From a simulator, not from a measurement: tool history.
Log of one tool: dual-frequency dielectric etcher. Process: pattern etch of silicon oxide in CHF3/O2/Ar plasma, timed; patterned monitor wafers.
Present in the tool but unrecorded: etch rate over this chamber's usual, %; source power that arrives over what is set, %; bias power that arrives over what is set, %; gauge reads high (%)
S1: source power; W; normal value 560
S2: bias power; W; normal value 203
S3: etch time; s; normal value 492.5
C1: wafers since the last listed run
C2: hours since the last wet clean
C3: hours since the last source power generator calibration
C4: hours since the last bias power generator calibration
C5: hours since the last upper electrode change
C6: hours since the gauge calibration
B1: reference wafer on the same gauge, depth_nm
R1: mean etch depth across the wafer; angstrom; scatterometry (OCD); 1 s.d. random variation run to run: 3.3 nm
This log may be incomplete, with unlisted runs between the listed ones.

Run 1, hour 0: usual settings but S3 550.5 s; C1 0; C2 82.8; C3 3231.4; C4 4441.1; C5 2287; C6 220.1; B1 1079.1. Result: R1 10999 angstrom.
Run 2, hour 44.1: usual settings but S3 550.5 s; C1 110; C2 126.9; C3 3275.5; C4 4485.2; C5 2331.1; C6 264.2; B1 1077.9. Result: R1 10915 angstrom.
Run 3, hour 93.5: usual settings but S3 550.5 s; C1 124; C2 176.3; C3 3324.9; C4 4534.6; C5 2380.5; C6 313.6; B1 1078.8. Result: R1 10948 angstrom.
Run 4, hour 130.3: usual settings; C1 92; C2 213.1; C3 3361.7; C4 4571.4; C5 2417.3; C6 350.4; B1 1078.4. Result: R1 9792 angstrom.
Run 5, hour 166.9: usual settings; C1 91; C2 249.7; C3 3398.3; C4 4608; C5 2453.9; C6 387; B1 1078.4. Result: R1 9829 angstrom.
Run 6, hour 251.2: usual settings; C1 211; C2 334; C3 3482.6; C4 4692.3; C5 2538.2; C6 471.3; B1 1078.5. Result: R1 9726 angstrom.
Run 7, hour 306.6: usual settings; C1 139; C2 389.4; C3 3538; C4 4747.7; C5 2593.6; C6 526.7; B1 1078.2. Result: R1 9781 angstrom.
At hour 335: wet clean of the chamber.
Run 8, hour 350.9: usual settings; C1 50; C2 15.9; C3 3582.3; C4 4792; C5 2637.9; C6 571; B1 1078.3. Result: R1 9859 angstrom.
Run 9, hour 410.5: usual settings; C1 149; C2 75.5; C3 3641.9; C4 4851.6; C5 2697.5; C6 630.6; B1 1078.7. Result: R1 9859 angstrom.
Run 10, hour 437.2: usual settings but S2 190 W; C1 67; C2 102.2; C3 3668.6; C4 4878.3; C5 2724.2; C6 657.3; B1 1080.3. Result: R1 9703 angstrom.
Run 11, hour 461.3: usual settings but S2 190 W; C1 60; C2 126.3; C3 3692.7; C4 4902.4; C5 2748.3; C6 681.4; B1 1078. Result: R1 9669 angstrom.
At hour 484.1: bias power generator calibrated.
Run 12, hour 509.8: usual settings but S1 500 W, S3 547.5 s; C1 111; C2 174.8; C3 3741.2; C4 25.7; C5 2796.8; C6 729.9; B1 1077.8. Result: R1 10464 angstrom.
Run 13, hour 551.2: usual settings but S1 500 W, S3 547.5 s; C1 103; C2 216.2; C3 3782.6; C4 67.1; C5 2838.2; C6 771.3; B1 1077.3. Result: R1 10330 angstrom.
Run 14, hour 588: usual settings but S1 500 W, S3 547.5 s; C1 92; C2 253; C3 3819.4; C4 103.9; C5 2875; C6 808.1; B1 1077.4. Result: R1 10384 angstrom.
Run 15, hour 612.5: usual settings but S1 510 W, S2 245 W, S3 443.5 s; C1 61; C2 277.5; C3 3843.9; C4 128.4; C5 2899.5; C6 832.6; B1 1077.9. Result: R1 8936 angstrom.
At hour 665.5: source power generator calibrated.
At hour 814.2: wet clean of the chamber.
Run 16, hour 814.7: usual settings but S1 500 W, S3 547.5 s; C1 437; C2 0.5; C3 149.2; C4 330.6; C5 3101.7; C6 1034.8; B1 1077.3. Result: R1 10442 angstrom.
Run 17, hour 878.8: usual settings but S1 480 W, S2 161 W, S3 401.5 s; C1 160; C2 64.6; C3 213.3; C4 394.7; C5 3165.8; C6 1098.9; B1 1075.5. Result: R1 7022 angstrom.
Run 18, hour 931.4: usual settings but S1 670 W, S2 252 W, S3 592.5 s; C1 132; C2 117.2; C3 265.9; C4 447.3; C5 3218.4; C6 1151.5; B1 1078.4. Result: R1 13573 angstrom.
Run 19, hour 976.5: usual settings but S2 236 W; C1 113; C2 162.3; C3 311; C4 492.4; C5 3263.5; C6 1196.6; B1 1078.1. Result: R1 10246 angstrom.
At hour 1015.5: upper electrode replaced.
Run 20, hour 1016: usual settings; C1 38; C2 201.8; C3 350.5; C4 531.9; C5 0.5; C6 1236.1; B1 1079. Result: R1 9735 angstrom.

What does the tool deliver on the next run?
Run 21, hour 1062.4: usual settings but S3 550.5 s; C1 116; C2 248.2; C3 396.9; C4 578.3; C5 46.9; C6 1282.5; B1 ?. Result: R1 ?.

Run 21 came out at B1 1077, R1 10937 angstrom.
Had the tool carried no hidden state, the very same run would have given R1 11030 angstrom.

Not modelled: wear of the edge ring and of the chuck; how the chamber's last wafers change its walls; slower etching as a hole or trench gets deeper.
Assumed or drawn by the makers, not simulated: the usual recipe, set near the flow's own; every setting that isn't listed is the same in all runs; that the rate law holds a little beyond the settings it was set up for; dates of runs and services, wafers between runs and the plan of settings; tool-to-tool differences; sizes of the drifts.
